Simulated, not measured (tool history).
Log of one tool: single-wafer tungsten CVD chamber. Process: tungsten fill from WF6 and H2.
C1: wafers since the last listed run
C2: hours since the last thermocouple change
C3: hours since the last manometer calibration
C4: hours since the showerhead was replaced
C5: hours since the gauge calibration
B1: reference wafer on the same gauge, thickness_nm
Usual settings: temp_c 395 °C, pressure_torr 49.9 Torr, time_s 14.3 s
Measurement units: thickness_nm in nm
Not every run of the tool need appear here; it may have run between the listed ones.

{"run": 1, "hour": 0.0, "temp_c": 385, "pressure_torr": 49.9, "time_s": 14.3, "C1": 0, "C2": 718.0, "C3": 1301.0, "C4": 5633.4, "C5": 93.0, "B1": 37.688, "thickness_nm": 39.179}
{"run": 2, "hour": 14.8, "temp_c": 385, "pressure_torr": 49.9, "time_s": 14.3, "C1": 635, "C2": 732.8, "C3": 1315.8, "C4": 5648.2, "C5": 107.8, "B1": 37.813, "thickness_nm": 38.858}
{"run": 3, "hour": 23.3, "temp_c": 395, "pressure_torr": 49.9, "time_s": 14.3, "C1": 364, "C2": 741.3, "C3": 1324.3, "C4": 5656.7, "C5": 116.3, "B1": 37.641, "thickness_nm": 46.155}
{"run": 4, "hour": 31.8, "temp_c": 395, "pressure_torr": 49.9, "time_s": 14.3, "C1": 364, "C2": 749.8, "C3": 1332.8, "C4": 5665.2, "C5": 124.8, "B1": 37.618, "thickness_nm": 46.403}
{"run": 5, "hour": 40.3, "temp_c": 395, "pressure_torr": 49.9, "time_s": 12.6, "C1": 364, "C2": 758.3, "C3": 1341.3, "C4": 5673.7, "C5": 133.3, "B1": 37.715, "thickness_nm": 41.008}
{"run": 6, "hour": 56.6, "temp_c": 395, "pressure_torr": 49.9, "time_s": 12.6, "C1": 699, "C2": 774.6, "C3": 1357.6, "C4": 5690.0, "C5": 149.6, "B1": 37.677, "thickness_nm": 40.505}
{"run": 7, "hour": 73.3, "temp_c": 395, "pressure_torr": 49.9, "time_s": 12.6, "C1": 716, "C2": 791.3, "C3": 1374.3, "C4": 5706.7, "C5": 166.3, "B1": 37.65, "thickness_nm": 40.747}
{"run": 8, "hour": 81.4, "temp_c": 395, "pressure_torr": 49.9, "time_s": 14.3, "C1": 347, "C2": 799.4, "C3": 1382.4, "C4": 5714.8, "C5": 174.4, "B1": 37.678, "thickness_nm": 46.313}
{"run": 9, "hour": 90.8, "temp_c": 395, "pressure_torr": 49.9, "time_s": 14.3, "C1": 403, "C2": 808.8, "C3": 1391.8, "C4": 5724.2, "C5": 183.8, "B1": 37.677, "thickness_nm": 46.494}
{"run": 10, "hour": 98.2, "temp_c": 395, "pressure_torr": 49.9, "time_s": 14.3, "C1": 317, "C2": 816.2, "C3": 1399.2, "C4": 5731.6, "C5": 191.2, "B1": 37.624, "thickness_nm": 46.254}
{"run": 11, "hour": 111.0, "temp_c": 395, "pressure_torr": 49.9, "time_s": 14.3, "C1": 549, "C2": 829.0, "C3": 1412.0, "C4": 5744.4, "C5": 204.0, "B1": 37.647, "thickness_nm": 46.574}
{"run": 12, "hour": 126.2, "temp_c": 395, "pressure_torr": 49.9, "time_s": 14.3, "C1": 652, "C2": 844.2, "C3": 1427.2, "C4": 5759.6, "C5": 219.2, "B1": 37.715, "thickness_nm": 46.349}
{"run": 13, "hour": 140.0, "temp_c": 395, "pressure_torr": 49.9, "time_s": 14.3, "C1": 592, "C2": 858.0, "C3": 1441.0, "C4": 5773.4, "C5": 233.0, "B1": 37.681, "thickness_nm": 46.929}
{"run": 14, "hour": 155.1, "temp_c": 395, "pressure_torr": 49.9, "time_s": 15.8, "C1": 648, "C2": 873.1, "C3": 1456.1, "C4": 5788.5, "C5": 248.1, "B1": 37.726, "thickness_nm": 51.589}
{"run": 15, "hour": 172.9, "temp_c": 403, "pressure_torr": 49.9, "time_s": 14.3, "C1": 763, "C2": 890.9, "C3": 1473.9, "C4": 5806.3, "C5": 265.9, "B1": 37.795, "thickness_nm": 53.047}
{"run": 16, "hour": 197.3, "temp_c": 403, "pressure_torr": 49.9, "time_s": 14.3, "C1": 1047, "C2": 915.3, "C3": 1498.3, "C4": 5830.7, "C5": 290.3, "B1": 37.627, "thickness_nm": 53.436}
{"run": 17, "hour": 209.9, "temp_c": 403, "pressure_torr": 49.9, "time_s": 14.3, "C1": 540, "C2": 927.9, "C3": 1510.9, "C4": 5843.3, "C5": 302.9, "B1": 37.612, "thickness_nm": 52.569}
{"run": 18, "hour": 218.7, "temp_c": 395, "pressure_torr": 49.9, "time_s": 14.3, "C1": 377, "C2": 936.7, "C3": 1519.7, "C4": 5852.1, "C5": 311.7, "B1": 37.699, "thickness_nm": 46.484}
{"hour": 236.9, "done": "showerhead replaced"}
{"run": 19, "hour": 237.4, "temp_c": 395, "pressure_torr": 49.9, "time_s": 11.6, "C1": 459, "C2": 955.4, "C3": 1538.4, "C4": 0.5, "C5": 330.4, "B1": 37.601, "thickness_nm": 37.965}
{"run": 20, "hour": 239.5, "temp_c": 395, "pressure_torr": 49.9, "time_s": 12.6, "C1": 90, "C2": 957.5, "C3": 1540.5, "C4": 2.6, "C5": 332.5, "B1": 37.655, "thickness_nm": 41.659}
{"run": 21, "hour": 256.6, "temp_c": 383, "pressure_torr": 42.6, "time_s": 15.7, "C1": 733, "C2": 974.6, "C3": 1557.6, "C4": 19.7, "C5": 349.6, "B1": 37.725, "thickness_nm": 39.417}
{"run": 22, "hour": 269.2, "temp_c": 395, "pressure_torr": 49.9, "time_s": 13.0, "C1": 540, "C2": 987.2, "C3": 1570.2, "C4": 32.3, "C5": 362.2, "B1": 37.714, "thickness_nm": 42.57}
{"hour": 275.7, "done": "gauge calibrated"}
{"run": 23, "hour": 311.9, "temp_c": 395, "pressure_torr": 58.7, "time_s": 16.7, "C1": 1832, "C2": 1029.9, "C3": 1612.9, "C4": 75.0, "C5": 36.2, "B1": 37.766, "thickness_nm": 58.703}

The next listed run, before its measurement:
{"hour": 327.1, "done": "capacitance manometer re-zeroed and calibrated"}
{"hour": 334.7, "done": "thermocouple changed; heater temperature recalibrated"}
{"run": 24, "hour": 335.2, "temp_c": 395, "pressure_torr": 44.0, "time_s": 15.3, "C1": 328, "C2": 0.5, "C3": 8.1, "C4": 98.3, "C5": 59.5, "B1": "?", "thickness_nm": "?"}

B1: 37.628
thickness_nm: 45.028 nm
Were there no unlogged condition in the tool, this run, its random variation unchanged, would have produced thickness_nm 44.584 nm.

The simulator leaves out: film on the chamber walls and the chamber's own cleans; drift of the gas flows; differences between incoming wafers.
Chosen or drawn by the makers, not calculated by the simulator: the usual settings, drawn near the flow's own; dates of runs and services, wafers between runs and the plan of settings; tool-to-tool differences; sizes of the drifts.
